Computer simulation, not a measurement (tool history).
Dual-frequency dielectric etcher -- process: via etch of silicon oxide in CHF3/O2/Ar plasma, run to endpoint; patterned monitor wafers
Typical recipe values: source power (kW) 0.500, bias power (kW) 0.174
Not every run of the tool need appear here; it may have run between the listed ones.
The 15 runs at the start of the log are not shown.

run	hour	source power (kW)	bias power (kW)	wafers since the last listed run	hours since the last wet clean	hours since the last source power generator calibration	hours since the last bias power generator calibration	hours since the last upper electrode change	incoming incoming film thickness, nm	endpoint time (s)
16	1235.5	0.500	0.141	326	438.1	812.1	937.7	273.0	502.0	321.4
17	1319.6	0.500	0.174	559	522.2	896.2	1021.8	357.1	496.2	297.3
18	1356.7	0.440	0.186	246	559.3	933.3	1058.9	394.2	499.8	315.6
19	1415.2	0.500	0.174	389	617.8	991.8	1117.4	452.7	497.8	302.1
20	1455.2	0.500	0.174	265	657.8	1031.8	1157.4	492.7	497.8	306.2
21	1500.5	0.600	0.195	301	703.1	1077.1	1202.7	538.0	494.4	266.4
# hour 1557.7: wet clean of the chamber
22	1593.9	0.500	0.174	461	36.2	1170.5	1296.1	631.4	498.6	287.3
23	1675.1	0.570	0.211	539	117.4	1251.7	1377.3	712.6	499.1	256.2
24	1728.1	0.500	0.174	352	170.4	1304.7	1430.3	765.6	496.1	288.4
25	1810.8	0.550	0.131	549	253.1	1387.4	1513.0	848.3	492.0	304.5

Expected results for the next run?
26	1860.1	0.460	0.134	327	302.4	1436.7	1562.3	897.6	500.6	?

Run 26 measured endpoint time (s) 335.1.
With no hidden state in the tool, this same run would have given endpoint time (s) 329.9.

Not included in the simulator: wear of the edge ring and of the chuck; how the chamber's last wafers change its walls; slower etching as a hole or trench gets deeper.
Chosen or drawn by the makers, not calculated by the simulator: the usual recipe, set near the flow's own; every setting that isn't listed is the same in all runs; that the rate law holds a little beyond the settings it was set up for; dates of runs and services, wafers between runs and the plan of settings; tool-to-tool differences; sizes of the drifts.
